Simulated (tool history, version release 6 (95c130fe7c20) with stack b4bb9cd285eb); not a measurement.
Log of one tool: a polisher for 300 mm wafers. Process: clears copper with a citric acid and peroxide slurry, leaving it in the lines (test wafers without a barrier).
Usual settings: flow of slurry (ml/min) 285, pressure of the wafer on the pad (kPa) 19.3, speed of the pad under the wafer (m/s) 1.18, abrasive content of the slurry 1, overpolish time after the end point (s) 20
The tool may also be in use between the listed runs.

run,hour,flow of slurry (ml/min),pressure of the wafer on the pad (kPa),speed of the pad under the wafer (m/s),abrasive content of the slurry,overpolish time after the end point (s),wafers since the last listed run,wafers polished on this pad,hours since the slurry nozzle was cleaned,hours since the head pressure was calibrated,hours since the slurry blender was calibrated,"incoming thickness of the incoming film, nm",time until the end point was called (s),dishing of a wide line in a test structure (nm)
1,0,285,19.3,1.18,1,20,0,618,107.6,829.9,129.5,397.4,197.7,20.7
2,30,285,19.3,1.18,1,20,235,853,137.6,859.9,159.5,397.5,201.1,20.8
# hour 41.5: worn pad replaced by a new one
3,57.5,285,19.3,1.18,1,20,184,125,165.1,887.4,187,404.4,207,20.6
4,88.6,285,19.3,1.18,1,13,244,369,196.2,918.5,218.1,405,206.7,15.3
5,120.6,335,19.3,1.18,1,20,251,621,228.2,950.5,250.1,400.2,200.5,21
6,137.9,335,19.3,1.18,1,20,135,757,245.5,967.8,267.4,398.2,202,20.9
7,165.7,335,19.3,1.18,1,20,218,975,273.3,995.6,295.2,399.3,201.7,20.5
# hour 170.6: slurry blender recalibrated
# hour 175.9: worn pad replaced by a new one
8,188,285,19.3,1.18,0.9,20,128,95,295.6,1017.9,17.4,402,205.4,20.3
9,216.6,285,19.3,1.18,0.9,20,224,319,324.2,1046.5,46,402.7,208.1,20.2
10,232.1,285,19.3,1.18,0.9,20,121,441,339.7,1062,61.5,396.5,202.7,20.7
11,247.1,285,19.3,1.18,1,20,117,559,354.7,1077,76.5,400.7,207.3,20.8
12,271.5,285,19.3,1.18,1,20,191,751,379.1,1101.4,100.9,395.4,204.9,20.6
13,287.3,285,19.3,1.18,1,20,124,875,394.9,1117.2,116.7,400.8,203.4,20.5
# hour 302.8: slurry nozzle cleaned
# hour 307.9: worn pad replaced by a new one
14,314.3,285,19.3,1.46,1.15,20,172,50,11.5,1144.2,143.7,394.7,160.6,24
15,335.1,285,19.3,1.18,1.1,17,163,213,32.3,1165,164.5,400.6,200.9,18.8
# hour 407.9: head pressure recalibrated
# hour 424.6: worn pad replaced by a new one
16,436.4,285,19.3,1.18,1,20,748,92,133.6,28.5,265.8,403.4,185.3,22.2
17,449.9,285,19.3,1.18,1,13,106,198,147.1,42,279.3,402.1,188,16.3
18,465.3,285,19.3,1.18,1,20,120,319,162.5,57.4,294.7,396.1,184.8,22.3
# hour 471.1: slurry blender recalibrated
19,478.5,285,19.3,1.18,1,20,87,407,175.7,70.6,7.4,402.1,190.1,22.2
20,502.4,285,17.2,1.18,0.7,11,187,595,199.6,94.5,31.3,404.3,224.3,12.4
21,529.4,285,19.3,1.18,1,20,212,807,226.6,121.5,58.3,396.5,187.7,22.4
22,558.1,285,19.3,1.18,1,20,225,1032,255.3,150.2,87,399.6,195.3,22
# hour 570.1: worn pad replaced by a new one
23,585.8,315,16.5,1.46,1,23,186,122,283,177.9,114.7,402.1,176.9,24.8
24,617.6,285,13.1,1.18,1,20,249,372,314.8,209.7,146.5,405.1,267.3,17.4
25,635.5,285,19.3,1.48,1.1,32,140,513,332.7,227.6,164.4,404.3,153.1,31
26,663.8,250,19.3,1.58,1,20,222,735,361,255.9,192.7,404.2,147.6,24.7
27,676.1,320,23.4,1.48,0.8,20,96,832,373.3,268.2,205,400.9,138.4,26.7

What the log doesn't show, run by run:
removal rate lost through wear of the pad, %: 0 in every run
slurry flow missing at the pad, %: 0 in every run
abrasive missing from the slurry, %: 0 in every run
H1: deviation of the head's pressure from its setpoint, %
run,H1
1,-10.9
2,-11.1
3,-11.1
4,-11.2
5,-11.3
6,-11.4
7,-11.4
8,-11.5
9,-11.5
10,-11.6
11,-11.6
12,-11.6
13,-11.7
14,-11.7
15,-11.8
16,-0.413
17,-0.82
18,-1.27
19,-1.64
20,-2.27
21,-2.94
22,-3.6
23,-4.2
24,-4.82
25,-5.16
26,-5.65
27,-5.85
